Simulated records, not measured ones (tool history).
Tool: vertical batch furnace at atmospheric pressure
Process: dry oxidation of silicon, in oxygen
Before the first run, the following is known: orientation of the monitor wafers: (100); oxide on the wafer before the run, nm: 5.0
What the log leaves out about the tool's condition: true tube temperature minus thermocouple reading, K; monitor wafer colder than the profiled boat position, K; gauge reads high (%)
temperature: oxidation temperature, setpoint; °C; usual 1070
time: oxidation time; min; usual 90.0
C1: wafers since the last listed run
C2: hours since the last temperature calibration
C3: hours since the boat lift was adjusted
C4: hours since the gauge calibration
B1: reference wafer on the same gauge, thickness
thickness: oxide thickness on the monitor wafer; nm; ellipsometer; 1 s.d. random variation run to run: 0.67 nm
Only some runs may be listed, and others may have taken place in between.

Run 1, day 0.000: usual settings; C1 0; C2 2610.7; C3 1998.2; C4 466.7; B1 126.89. Result: thickness 127.52 nm.
Run 2, day 3.358: usual settings; C1 710; C2 2691.3; C3 2078.8; C4 547.3; B1 127.10. Result: thickness 127.17 nm.
Run 3, day 4.038: usual settings; C1 143; C2 2707.6; C3 2095.1; C4 563.6; B1 126.95. Result: thickness 126.64 nm.
Run 4, day 4.921: usual settings; C1 186; C2 2728.8; C3 2116.3; C4 584.8; B1 126.94. Result: thickness 127.57 nm.
Run 5, day 5.688: usual settings; C1 162; C2 2747.2; C3 2134.7; C4 603.2; B1 127.07. Result: thickness 125.92 nm.
Run 6, day 6.683: usual settings; C1 210; C2 2771.1; C3 2158.6; C4 627.1; B1 127.35. Result: thickness 126.40 nm.
Run 7, day 7.721: usual settings; C1 219; C2 2796.0; C3 2183.5; C4 652.0; B1 126.99. Result: thickness 125.66 nm.
Run 8, day 8.496: usual settings; C1 164; C2 2814.6; C3 2202.1; C4 670.6; B1 127.00. Result: thickness 125.57 nm.
Run 9, day 9.850: usual settings but temperature 1083 °C, time 116.0 min; C1 286; C2 2847.1; C3 2234.6; C4 703.1; B1 126.60. Result: thickness 163.17 nm.
Run 10, day 10.358: usual settings but temperature 1083 °C, time 116.0 min; C1 107; C2 2859.3; C3 2246.8; C4 715.3; B1 127.08. Result: thickness 162.75 nm.
At day 11.412: boat lift adjusted.
Run 11, day 13.121: usual settings but temperature 1083 °C, time 116.0 min; C1 373; C2 2925.6; C3 41.0; C4 781.6; B1 127.21. Result: thickness 162.58 nm.
At day 13.875: gauge calibrated.
Run 12, day 14.096: usual settings but time 114.0 min; C1 206; C2 2949.0; C3 64.4; C4 5.3; B1 127.02. Result: thickness 146.67 nm.
Run 13, day 14.742: usual settings but time 114.0 min; C1 136; C2 2964.5; C3 79.9; C4 20.8; B1 126.90. Result: thickness 146.53 nm.
Run 14, day 15.612: usual settings but time 114.0 min; C1 184; C2 2985.4; C3 100.8; C4 41.7; B1 126.96. Result: thickness 146.86 nm.
Run 15, day 16.229: usual settings; C1 130; C2 3000.2; C3 115.6; C4 56.5; B1 126.95. Result: thickness 126.13 nm.
Run 16, day 17.658: usual settings but temperature 1078 °C, time 55.5 min; C1 302; C2 3034.5; C3 149.9; C4 90.8; B1 126.92. Result: thickness 99.61 nm.
Run 17, day 18.288: usual settings but time 116.5 min; C1 133; C2 3049.6; C3 165.0; C4 105.9; B1 126.76. Result: thickness 146.88 nm.
Run 18, day 19.733: usual settings but temperature 1084 °C; C1 306; C2 3084.3; C3 199.7; C4 140.6; B1 126.92. Result: thickness 139.97 nm.
Run 19, day 20.458: usual settings but temperature 1086 °C, time 133.0 min; C1 153; C2 3101.7; C3 217.1; C4 158.0; B1 126.99. Result: thickness 180.11 nm.
At day 22.025: thermocouples replaced and temperature profile calibrated.
Run 20, day 22.046: usual settings but time 76.5 min; C1 124; C2 0.5; C3 255.2; C4 196.1; B1 126.77. Result: thickness 113.00 nm.
Run 21, day 22.329: usual settings but temperature 1048 °C; C1 59; C2 7.3; C3 262.0; C4 202.9; B1 126.91. Result: thickness 106.25 nm.
Run 22, day 23.700: usual settings; C1 290; C2 40.2; C3 294.9; C4 235.8; B1 126.91. Result: thickness 126.35 nm.
Run 23, day 24.642: usual settings but temperature 1092 °C, time 107.0 min; C1 199; C2 62.8; C3 317.5; C4 258.4; B1 127.19. Result: thickness 165.07 nm.
Run 24, day 26.125: usual settings but temperature 1060 °C, time 107.0 min; C1 313; C2 98.4; C3 353.1; C4 294.0; B1 126.75. Result: thickness 130.21 nm.
Run 25, day 26.833: usual settings but temperature 1083 °C, time 123.5 min; C1 149; C2 115.4; C3 370.1; C4 311.0; B1 127.18. Result: thickness 169.12 nm.
Run 26, day 27.704: usual settings; C1 184; C2 136.3; C3 391.0; C4 331.9; B1 127.29. Result: thickness 126.28 nm.
Run 27, day 28.567: usual settings; C1 182; C2 157.0; C3 411.7; C4 352.6; B1 126.92. Result: thickness 125.78 nm.
Run 28, day 29.308: usual settings but temperature 1054 °C, time 105.5 min; C1 156; C2 174.8; C3 429.5; C4 370.4; B1 126.96. Result: thickness 123.46 nm.
Run 29, day 30.238: usual settings; C1 196; C2 197.1; C3 451.8; C4 392.7; B1 127.21. Result: thickness 124.98 nm.
Run 30, day 30.888: usual settings but temperature 1084 °C, time 77.0 min; C1 137; C2 212.7; C3 467.4; C4 408.3; B1 126.93. Result: thickness 126.24 nm.
Run 31, day 32.329: usual settings but temperature 1056 °C, time 108.5 min; C1 305; C2 247.3; C3 502.0; C4 442.9; B1 126.80. Result: thickness 128.73 nm.
Run 32, day 33.808: usual settings but time 49.0 min; C1 313; C2 282.8; C3 537.5; C4 478.4; B1 126.92. Result: thickness 86.47 nm.

Each row is a separate what-if for the run after 32, all from the same tool condition, not one after another. Results?
Run A, day 34.067: usual settings; C1 54; C2 289.0; C3 543.7; C4 484.6; B1 ?. Result: thickness ?.
Run B, day 34.067: usual settings but temperature 1047 °C, time 111.0 min; C1 54; C2 289.0; C3 543.7; C4 484.6; B1 ?. Result: thickness ?.
Run C, day 34.067: usual settings but temperature 1091 °C, time 121.0 min; C1 54; C2 289.0; C3 543.7; C4 484.6; B1 ?. Result: thickness ?.

run      B1  thickness
  A  127.16     124.69
  B  127.16     119.29
  C  127.16     174.62
With the hidden condition removed and each run's random variation left untouched, the same runs would have given:
run  thickness
  A     124.69
  B     119.29
  C     174.62
